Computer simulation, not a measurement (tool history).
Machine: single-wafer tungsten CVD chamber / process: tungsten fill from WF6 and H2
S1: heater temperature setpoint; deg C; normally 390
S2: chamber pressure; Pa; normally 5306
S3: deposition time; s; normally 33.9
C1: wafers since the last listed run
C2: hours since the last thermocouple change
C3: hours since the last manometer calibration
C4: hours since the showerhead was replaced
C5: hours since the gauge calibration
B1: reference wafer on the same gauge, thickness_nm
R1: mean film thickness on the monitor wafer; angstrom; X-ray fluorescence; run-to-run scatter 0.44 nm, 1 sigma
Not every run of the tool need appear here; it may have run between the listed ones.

Run 1, day 0: usual settings; C1 0; C2 1874.2; C3 1908.8; C4 5776.4; C5 301.4; B1 96.557. Result: R1 770.52 angstrom.
Run 2, day 0.625: usual settings; C1 298; C2 1889.2; C3 1923.8; C4 5791.4; C5 316.4; B1 96.513. Result: R1 775.24 angstrom.
Run 3, day 1.15: usual settings; C1 250; C2 1901.8; C3 1936.4; C4 5804; C5 329; B1 96.539. Result: R1 776.14 angstrom.
Run 4, day 1.45: usual settings; C1 143; C2 1909; C3 1943.6; C4 5811.2; C5 336.2; B1 96.519. Result: R1 782.46 angstrom.
Run 5, day 1.992: usual settings but S2 6053 Pa, S3 31 s; C1 258; C2 1922; C3 1956.6; C4 5824.2; C5 349.2; B1 96.561. Result: R1 777.17 angstrom.
Run 6, day 2.3: usual settings but S2 6053 Pa, S3 31 s; C1 147; C2 1929.4; C3 1964; C4 5831.6; C5 356.6; B1 96.481. Result: R1 776.75 angstrom.
Run 7, day 2.929: usual settings; C1 300; C2 1944.5; C3 1979.1; C4 5846.7; C5 371.7; B1 96.371. Result: R1 775.15 angstrom.
Run 8, day 3.525: usual settings; C1 284; C2 1958.8; C3 1993.4; C4 5861; C5 386; B1 96.468. Result: R1 774.25 angstrom.
Run 9, day 3.808: usual settings; C1 135; C2 1965.6; C3 2000.2; C4 5867.8; C5 392.8; B1 96.447. Result: R1 783.34 angstrom.
Run 10, day 4.554: usual settings; C1 356; C2 1983.5; C3 2018.1; C4 5885.7; C5 410.7; B1 96.566. Result: R1 776.28 angstrom.
Run 11, day 5.067: usual settings; C1 244; C2 1995.8; C3 2030.4; C4 5898; C5 423; B1 96.666. Result: R1 772.72 angstrom.
Run 12, day 5.671: usual settings; C1 288; C2 2010.3; C3 2044.9; C4 5912.5; C5 437.5; B1 96.457. Result: R1 775.85 angstrom.
At day 6.558: showerhead replaced, of another model than before.
Run 13, day 6.579: usual settings; C1 274; C2 2032.1; C3 2066.7; C4 0.5; C5 459.3; B1 96.487. Result: R1 777.8 angstrom.
Run 14, day 6.933: usual settings; C1 169; C2 2040.6; C3 2075.2; C4 9; C5 467.8; B1 96.511. Result: R1 777.11 angstrom.
At day 7.242: gauge calibrated.
Run 15, day 7.667: usual settings; C1 350; C2 2058.2; C3 2092.8; C4 26.6; C5 10.2; B1 96.401. Result: R1 781.99 angstrom.
Run 16, day 7.95: usual settings but S2 4533 Pa, S3 30.3 s; C1 135; C2 2065; C3 2099.6; C4 33.4; C5 17; B1 96.495. Result: R1 645.03 angstrom.
Run 17, day 8.404: usual settings but S1 397 deg C, S2 4613 Pa, S3 32.2 s; C1 217; C2 2075.9; C3 2110.5; C4 44.3; C5 27.9; B1 96.389. Result: R1 777.03 angstrom.
Run 18, day 9.038: usual settings; C1 302; C2 2091.1; C3 2125.7; C4 59.5; C5 43.1; B1 96.553. Result: R1 776.81 angstrom.
Run 19, day 9.562: usual settings; C1 250; C2 2103.7; C3 2138.3; C4 72.1; C5 55.7; B1 96.599. Result: R1 777.99 angstrom.
Run 20, day 10.108: usual settings but S3 29.6 s; C1 260; C2 2116.8; C3 2151.4; C4 85.2; C5 68.8; B1 96.481. Result: R1 681.2 angstrom.
Run 21, day 10.517: usual settings; C1 195; C2 2126.6; C3 2161.2; C4 95; C5 78.6; B1 96.544. Result: R1 781.56 angstrom.
At day 10.912: thermocouple changed; heater temperature recalibrated.
Run 22, day 10.933: usual settings; C1 39; C2 0.5; C3 2171.2; C4 105; C5 88.6; B1 96.387. Result: R1 859.74 angstrom.
Run 23, day 12.583: usual settings; C1 788; C2 40.1; C3 2210.8; C4 144.6; C5 128.2; B1 96.554. Result: R1 857.63 angstrom.
Run 24, day 13.212: usual settings; C1 300; C2 55.2; C3 2225.9; C4 159.7; C5 143.3; B1 96.457. Result: R1 862.65 angstrom.
At day 14.038: capacitance manometer re-zeroed and calibrated.
Run 25, day 14.058: usual settings but S1 404 deg C, S2 6039 Pa; C1 244; C2 75.5; C3 0.5; C4 180; C5 163.6; B1 96.617. Result: R1 1156.84 angstrom.
Run 26, day 14.392: usual settings but S1 376 deg C, S2 4226 Pa, S3 27.3 s; C1 159; C2 83.5; C3 8.5; C4 188; C5 171.6; B1 96.447. Result: R1 481.85 angstrom.
Run 27, day 14.683: usual settings; C1 139; C2 90.5; C3 15.5; C4 195; C5 178.6; B1 96.429. Result: R1 852.78 angstrom.
Run 28, day 15.292: usual settings but S2 6466 Pa; C1 290; C2 105.1; C3 30.1; C4 209.6; C5 193.2; B1 96.454. Result: R1 944.48 angstrom.
Run 29, day 16.304: usual settings but S3 38.7 s; C1 483; C2 129.4; C3 54.4; C4 233.9; C5 217.5; B1 96.493. Result: R1 978.67 angstrom.
Run 30, day 16.996: usual settings but S2 6133 Pa, S3 37.2 s; C1 330; C2 146; C3 71; C4 250.5; C5 234.1; B1 96.573. Result: R1 1005.54 angstrom.
Run 31, day 17.592: usual settings but S2 4000 Pa; C1 284; C2 160.3; C3 85.3; C4 264.8; C5 248.4; B1 96.527. Result: R1 733.23 angstrom.
Run 32, day 18.188: usual settings but S1 397 deg C, S2 5706 Pa, S3 37.2 s; C1 284; C2 174.6; C3 99.6; C4 279.1; C5 262.7; B1 96.573. Result: R1 1096.51 angstrom.
Run 33, day 18.533: usual settings but S1 382 deg C, S3 29.2 s; C1 165; C2 182.9; C3 107.9; C4 287.4; C5 271; B1 96.613. Result: R1 637.03 angstrom.
Run 34, day 18.858: usual settings; C1 155; C2 190.7; C3 115.7; C4 295.2; C5 278.8; B1 96.505. Result: R1 840.75 angstrom.
Run 35, day 19.404: usual settings but S2 4093 Pa; C1 260; C2 203.8; C3 128.8; C4 308.3; C5 291.9; B1 96.474. Result: R1 747.36 angstrom.

A few steps of R1 between consecutive runs. Split each: what settings, incoming material and random variation would produce without the hidden state, and what is left over for the hidden state, along with gauge scatter present in only one of the two compared results (measured, and without hidden state):
Hidden state present: wafer temperature above the value expected at the setpoint (K); true pressure above the setpoint (%); gauge reads high (%).
Run 15 -> 16: S2 5306 -> 4533, S3 33.9 -> 30.3. R1 -136.96 angstrom: hidden state +14.88, all else -151.84.
Run 20 -> 21: S3 29.6 -> 33.9. R1 +100.36 angstrom: hidden state -11.03, all else +111.39.
Run 21 -> 22: thermocouple changed; heater temperature recalibrated. R1 +78.18 angstrom: hidden state +87, all else -8.82.
Run 25 -> 26: S1 404 -> 376, S2 6039 -> 4226, S3 33.9 -> 27.3. R1 -674.99 angstrom: hidden state +3.96, all else -678.95.
Run 26 -> 27: S1 376 -> 390, S2 4226 -> 5306, S3 27.3 -> 33.9. R1 +370.93 angstrom: hidden state -3.94, all else +374.87.
Run 32 -> 33: S1 397 -> 382, S2 5706 -> 5306, S3 37.2 -> 29.2. R1 -459.48 angstrom: hidden state +7.43, all else -466.91.
